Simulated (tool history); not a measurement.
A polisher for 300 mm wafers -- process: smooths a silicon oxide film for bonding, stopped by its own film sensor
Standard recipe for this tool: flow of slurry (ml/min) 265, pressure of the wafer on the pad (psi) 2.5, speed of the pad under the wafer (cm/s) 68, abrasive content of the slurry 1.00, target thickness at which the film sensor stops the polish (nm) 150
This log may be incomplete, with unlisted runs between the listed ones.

run	hour	flow of slurry (ml/min)	pressure of the wafer on the pad (psi)	speed of the pad under the wafer (cm/s)	abrasive content of the slurry	target thickness at which the film sensor stops the polish (nm)	incoming thickness of the incoming film, nm	time until the film sensor stopped the polish (s)
1	0.0	265	2.5	68	1.25	150	178.5	44.2
# hour 17.6: worn pad replaced by a new one
2	18.1	265	2.5	68	1.25	150	178.7	40.9
3	32.4	265	2.5	68	1.00	150	182.1	53.8
4	44.5	265	2.5	68	1.00	150	178.5	49.1
# hour 53.2: slurry blender recalibrated
5	61.8	230	3.1	68	1.00	150	177.4	37.3
6	76.9	230	3.1	68	1.00	150	177.6	37.5
# hour 85.3: worn pad replaced by a new one
7	88.5	230	3.1	68	1.00	150	182.7	41.4
# hour 97.7: head pressure recalibrated
8	103.3	265	2.5	86	1.00	150	179.3	39.6
9	115.0	265	2.5	68	1.00	145	179.6	57.8
10	128.6	265	2.5	68	1.00	145	177.0	54.6
11	138.9	265	2.5	68	1.00	150	177.7	48.4
# hour 150.3: worn pad replaced by a new one
12	154.5	265	2.5	68	1.00	150	180.3	47.2
# hour 163.7: slurry nozzle cleaned
13	166.4	265	2.5	68	1.00	150	181.7	51.5
14	176.9	265	2.5	68	0.75	154	182.0	54.7
15	185.5	295	3.0	58	1.00	150	180.7	48.7
16	192.1	265	2.5	68	1.00	150	180.6	52.4
17	211.9	235	2.5	68	1.00	150	178.6	50.5
# hour 217.8: worn pad replaced by a new one
18	221.4	265	2.5	58	1.00	141	176.8	66.4
19	230.4	265	3.3	68	1.00	150	179.1	36.8
# hour 244.3: slurry blender recalibrated
20	244.8	265	2.5	68	1.00	150	177.9	45.2
21	255.8	265	2.5	68	1.00	155	180.4	42.2
22	269.3	265	2.5	68	1.00	150	179.3	49.5
# hour 284.3: worn pad replaced by a new one
23	295.4	335	2.5	84	1.00	150	179.6	38.5
24	301.8	265	2.5	52	0.85	150	178.8	62.2
25	313.0	320	2.5	68	1.20	142	177.6	53.0

Consider 4 possible next runs. They are alternatives, not a sequence: every one starts from the tool as it was left by run 25. What does each give?
A	313.4	265	2.5	68	1.00	157	178.6	?
B	313.4	315	2.5	68	1.00	156	178.6	?
C	313.4	335	2.9	54	1.15	150	178.6	?
D	313.4	265	2.5	84	1.10	150	178.6	?

run	time until the film sensor stopped the polish (s)
A	35.2
B	36.4
C	44.3
D	37.5
The same runs, with their run-to-run variation unchanged, on a tool lacking any hidden condition would have given:
run	time until the film sensor stopped the polish (s)
A	31.4
B	32.5
C	39.7
D	33.5

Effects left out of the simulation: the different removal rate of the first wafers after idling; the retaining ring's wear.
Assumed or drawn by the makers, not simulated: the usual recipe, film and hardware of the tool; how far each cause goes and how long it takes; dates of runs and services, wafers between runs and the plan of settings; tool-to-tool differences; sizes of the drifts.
